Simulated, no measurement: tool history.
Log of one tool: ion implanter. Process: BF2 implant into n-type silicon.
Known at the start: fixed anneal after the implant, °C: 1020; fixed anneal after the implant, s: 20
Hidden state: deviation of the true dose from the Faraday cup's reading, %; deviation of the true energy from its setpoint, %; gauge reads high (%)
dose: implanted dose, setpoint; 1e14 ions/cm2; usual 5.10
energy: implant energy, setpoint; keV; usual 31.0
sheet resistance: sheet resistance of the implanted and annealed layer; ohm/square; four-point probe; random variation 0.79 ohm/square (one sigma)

| run | day | dose | energy | wafers since the last listed run | hours since the last dose calibration | hours since the extraction supply was calibrated | hours since the gauge calibration | read-back reference wafer on the same gauge, sheet resistance | sheet resistance |
|---|---|---|---|---|---|---|---|---|---|
| 1 | 0.000 | 5.10 | 31.0 | 0 | 1333.2 | 4128.0 | 50.5 | 206.00 | 243.20 |
| 2 | 0.288 | 5.10 | 31.0 | 101 | 1340.1 | 4134.9 | 57.4 | 206.15 | 242.84 |
| 3 | 0.638 | 6.21 | 31.0 | 123 | 1348.5 | 4143.3 | 65.8 | 205.84 | 206.55 |
| 4 | 1.208 | 6.21 | 31.0 | 202 | 1362.2 | 4157.0 | 79.5 | 206.07 | 205.70 |
| 5 | 1.954 | 6.21 | 31.0 | 264 | 1380.1 | 4174.9 | 97.4 | 205.93 | 208.27 |
| 6 | 2.667 | 5.10 | 31.0 | 252 | 1397.2 | 4192.0 | 114.5 | 206.20 | 241.71 |
| 7 | 2.933 | 5.10 | 31.0 | 94 | 1403.6 | 4198.4 | 120.9 | 206.05 | 243.82 |
| 8 | 3.533 | 5.81 | 31.0 | 212 | 1418.0 | 4212.8 | 135.3 | 205.99 | 218.32 |
| 9 | 3.888 | 5.81 | 31.0 | 125 | 1426.5 | 4221.3 | 143.8 | 205.93 | 219.74 |
|  | 4.638 | Faraday cup replaced and dose calibrated |
| 10 | 4.658 | 5.81 | 31.0 | 154 | 0.5 | 4239.8 | 162.3 | 206.07 | 202.19 |
| 11 | 5.246 | 6.12 | 27.0 | 208 | 14.6 | 4253.9 | 176.4 | 205.89 | 198.89 |
| 12 | 5.821 | 6.12 | 27.0 | 203 | 28.4 | 4267.7 | 190.2 | 205.97 | 199.20 |
| 13 | 6.538 | 6.12 | 27.0 | 253 | 45.6 | 4284.9 | 207.4 | 205.90 | 200.78 |
| 14 | 6.996 | 5.10 | 31.0 | 162 | 56.6 | 4295.9 | 218.4 | 206.00 | 223.70 |
| 15 | 7.462 | 5.10 | 31.0 | 165 | 67.8 | 4307.1 | 229.6 | 206.04 | 222.88 |
| 16 | 7.754 | 4.20 | 40.5 | 103 | 74.8 | 4314.1 | 236.6 | 206.13 | 254.59 |
| 17 | 8.267 | 6.23 | 34.5 | 181 | 87.1 | 4326.4 | 248.9 | 205.94 | 187.94 |
| 18 | 9.008 | 5.76 | 25.5 | 262 | 104.9 | 4344.2 | 266.7 | 205.87 | 210.34 |
| 19 | 9.554 | 6.23 | 34.5 | 193 | 118.0 | 4357.3 | 279.8 | 206.10 | 187.11 |
| 20 | 10.012 | 5.74 | 31.0 | 162 | 129.0 | 4368.3 | 290.8 | 206.04 | 204.40 |
|  | 10.425 | Faraday cup replaced and dose calibrated, repeated, since the last time left the tool worse |
|  | 10.767 | extraction supply calibrated |
| 21 | 10.788 | 5.10 | 31.0 | 38 | 8.7 | 0.5 | 309.4 | 206.07 | 236.18 |
| 22 | 10.800 | 6.18 | 25.0 | 4 | 9.0 | 0.8 | 309.7 | 205.97 | 209.26 |
| 23 | 11.217 | 5.81 | 31.0 | 147 | 19.0 | 10.8 | 319.7 | 206.06 | 211.83 |
| 24 | 11.521 | 3.57 | 21.5 | 107 | 26.3 | 18.1 | 327.0 | 205.98 | 330.74 |
| 25 | 13.296 | 4.18 | 37.0 | 628 | 68.9 | 60.7 | 369.6 | 205.88 | 273.30 |
| 26 | 13.796 | 6.20 | 24.0 | 177 | 80.9 | 72.7 | 381.6 | 205.93 | 211.87 |
| 27 | 14.175 | 4.35 | 34.5 | 134 | 90.0 | 81.8 | 390.7 | 206.01 | 267.51 |
| 28 | 14.867 | 5.10 | 31.0 | 244 | 106.6 | 98.4 | 407.3 | 206.00 | 236.21 |
| 29 | 15.371 | 6.11 | 34.0 | 178 | 118.7 | 110.5 | 419.4 | 206.02 | 199.47 |
|  | 15.642 | gauge calibrated |
| 30 | 16.108 | 4.11 | 38.0 | 261 | 136.4 | 128.2 | 11.2 | 205.81 | 275.49 |
| 31 | 16.746 | 5.68 | 20.5 | 225 | 151.7 | 143.5 | 26.5 | 206.05 | 233.51 |
| 32 | 17.425 | 6.12 | 35.5 | 240 | 168.0 | 159.8 | 42.8 | 206.11 | 198.85 |
| 33 | 19.083 | 4.41 | 34.0 | 587 | 207.8 | 199.6 | 82.6 | 206.06 | 263.64 |
| 34 | 19.683 | 5.50 | 34.0 | 212 | 222.2 | 214.0 | 97.0 | 206.01 | 219.57 |
| 35 | 20.358 | 5.10 | 34.5 | 239 | 238.4 | 230.2 | 113.2 | 206.00 | 232.63 |
| 36 | 20.717 | 5.68 | 20.5 | 126 | 247.0 | 238.8 | 121.8 | 205.89 | 233.85 |
| 37 | 21.121 | 5.10 | 40.0 | 143 | 256.7 | 248.5 | 131.5 | 206.08 | 230.06 |
| 38 | 21.762 | 5.50 | 34.0 | 227 | 272.1 | 263.9 | 146.9 | 205.90 | 219.25 |

The same runs without the tool's hidden state, with the same run-to-run variation:
| run | sheet resistance |
|---|---|
| 1 | 236.40 |
| 2 | 235.98 |
| 3 | 200.99 |
| 4 | 200.06 |
| 5 | 202.42 |
| 6 | 234.35 |
| 7 | 236.33 |
| 8 | 211.72 |
| 9 | 213.03 |
| 10 | 212.38 |
| 11 | 208.24 |
| 12 | 208.56 |
| 13 | 210.21 |
| 14 | 235.45 |
| 15 | 234.59 |
| 16 | 268.77 |
| 17 | 197.46 |
| 18 | 220.30 |
| 19 | 196.57 |
| 20 | 214.71 |
| 21 | 235.85 |
| 22 | 209.01 |
| 23 | 211.55 |
| 24 | 330.28 |
| 25 | 272.89 |
| 26 | 211.60 |
| 27 | 267.09 |
| 28 | 235.85 |
| 29 | 199.17 |
| 30 | 275.01 |
| 31 | 233.17 |
| 32 | 198.50 |
| 33 | 263.09 |
| 34 | 219.12 |
| 35 | 232.12 |
| 36 | 233.40 |
| 37 | 229.52 |
| 38 | 218.72 |
